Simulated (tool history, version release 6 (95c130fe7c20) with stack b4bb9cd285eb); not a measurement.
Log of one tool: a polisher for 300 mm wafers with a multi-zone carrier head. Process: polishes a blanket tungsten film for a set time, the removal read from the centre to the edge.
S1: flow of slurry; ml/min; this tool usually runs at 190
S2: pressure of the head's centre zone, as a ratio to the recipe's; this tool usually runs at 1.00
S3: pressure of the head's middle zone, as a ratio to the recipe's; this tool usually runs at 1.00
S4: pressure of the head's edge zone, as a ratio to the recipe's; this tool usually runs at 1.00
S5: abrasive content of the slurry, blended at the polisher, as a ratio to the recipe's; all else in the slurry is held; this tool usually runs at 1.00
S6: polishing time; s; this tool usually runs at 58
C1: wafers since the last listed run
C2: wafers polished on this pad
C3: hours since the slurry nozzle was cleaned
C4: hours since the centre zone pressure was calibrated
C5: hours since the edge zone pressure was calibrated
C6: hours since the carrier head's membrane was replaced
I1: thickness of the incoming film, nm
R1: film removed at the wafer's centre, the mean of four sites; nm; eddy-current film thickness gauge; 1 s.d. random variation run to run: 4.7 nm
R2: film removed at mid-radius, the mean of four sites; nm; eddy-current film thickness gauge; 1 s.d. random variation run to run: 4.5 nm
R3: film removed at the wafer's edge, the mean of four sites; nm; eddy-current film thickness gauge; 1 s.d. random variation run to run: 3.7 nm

run    hour   S1    S2    S3    S4    S5  S6    C1    C2     C3      C4     C5     C6      I1     R1     R2     R3
  1     0.0  190  1.00  1.00  1.00  1.00  58     0    72   35.7   428.4  208.5    2.0  1104.2  299.5  320.5  318.2
  2    55.8  190  1.00  1.00  1.00  1.00  58   338   410   91.5   484.2  264.3   57.8  1081.1  276.9  305.2  298.3
  3   119.8  190  1.00  1.00  1.00  1.00  58   388   798  155.5   548.2  328.3  121.8  1099.4  270.5  290.3  290.9
      168.8  -- slurry nozzle cleaned
  4   172.0  190  1.00  1.00  1.00  1.00  58   310  1108    3.2   600.4  380.5  174.0  1074.7  266.6  295.6  282.8
      215.3  -- worn pad replaced by a new one
  5   243.1  190  1.00  1.00  1.00  1.00  58   406   168   74.3   671.5  451.6  245.1  1102.4  280.4  304.8  304.9
  6   269.7  190  1.00  1.00  1.00  1.00  58   161   329  100.9   698.1  478.2  271.7  1100.6  279.3  301.4  296.0
  7   294.1  190  1.00  1.00  1.00  1.00  58   147   477  125.3   722.5  502.6  296.1  1113.6  273.2  294.9  292.9
      306.7  -- edge zone pressure recalibrated
  8   321.7  190  1.00  1.00  1.00  1.00  58   155   632  152.9   750.1   15.0  323.7  1091.0  263.5  287.7  294.3
  9   388.4  190  1.00  1.00  1.00  1.00  58   404  1037  219.6   816.8   81.7  390.4  1086.8  267.3  279.0  285.5
      395.8  -- slurry nozzle cleaned
 10   439.6  190  1.00  0.93  1.00  1.00  48   304  1341   43.8   868.0  132.9  441.6  1097.3  213.0  220.2  230.5
      473.5  -- worn pad replaced by a new one
 11   480.7  190  1.00  0.94  1.10  0.85  58   224    43   84.9   909.1  174.0  482.7  1105.3  283.1  289.1  312.6
 12   529.5  190  1.00  1.00  1.00  1.00  47   295   339  133.7   957.9  222.8  531.5  1083.4  222.8  244.4  245.6
      589.6  -- carrier head's membrane replaced by a new one
      616.4  -- slurry nozzle cleaned
 13   695.9  125  1.00  1.00  1.00  1.00  58   972  1312   79.5  1124.3  389.2  106.3  1096.1  246.9  276.2  270.1
      727.9  -- worn pad replaced by a new one
      795.2  -- edge zone pressure recalibrated
      798.4  -- centre zone pressure recalibrated
      820.2  -- slurry nozzle cleaned
 14   901.5  245  1.00  1.10  0.95  1.00  40  1192  1022   81.3   103.1  106.3  311.9  1103.7  201.5  220.6  194.9
 15   940.6  190  1.00  1.00  1.00  1.00  45   237  1259  120.4   142.2  145.4  351.0  1095.7  213.9  230.7  221.1
      948.5  -- worn pad replaced by a new one
 16   992.8  190  1.00  0.92  1.00  0.90  58   292   268  172.6   194.4  197.6  403.2  1109.0  273.7  279.0  287.1
     1033.1  -- slurry nozzle cleaned
 17  1046.5  190  1.00  1.00  1.00  1.00  58   319   588   13.4   248.1  251.3  456.9  1101.1  280.2  302.6  285.9
 18  1104.7  190  1.00  1.00  0.96  1.00  58   352   941   71.6   306.3  309.5  515.1  1112.1  272.7  288.0  275.5
 19  1155.1  190  1.00  1.00  1.00  1.00  47   305  1246  122.0   356.7  359.9  565.5  1106.2  214.5  232.2  232.2

Some steps in R1 between neighbouring runs. How much of each would the tool show without its hidden state too (settings, what came in, random variation), and how much is left for the hidden state, with any gauge scatter that isn't in both results?
Unlogged tool condition in this case: removal rate lost through wear of the pad, %; slurry flow missing at the pad, %; deviation of the centre zone's pressure from its setpoint, %; deviation of the edge zone's pressure from its setpoint, %.
Run 10 -> 11: S3 0.93 -> 0.94, S4 1.00 -> 1.10, S5 1.00 -> 0.85, S6 48 -> 58, worn pad replaced by a new one. R1 +70.1 nm: hidden state +27.8, all else +42.3.
Run 13 -> 14: S1 125 -> 245, S3 1.00 -> 1.10, S4 1.00 -> 0.95, S6 58 -> 40, worn pad replaced by a new one, edge zone pressure recalibrated, centre zone pressure recalibrated, slurry nozzle cleaned. R1 -45.4 nm: hidden state +27.9, all else -73.3.
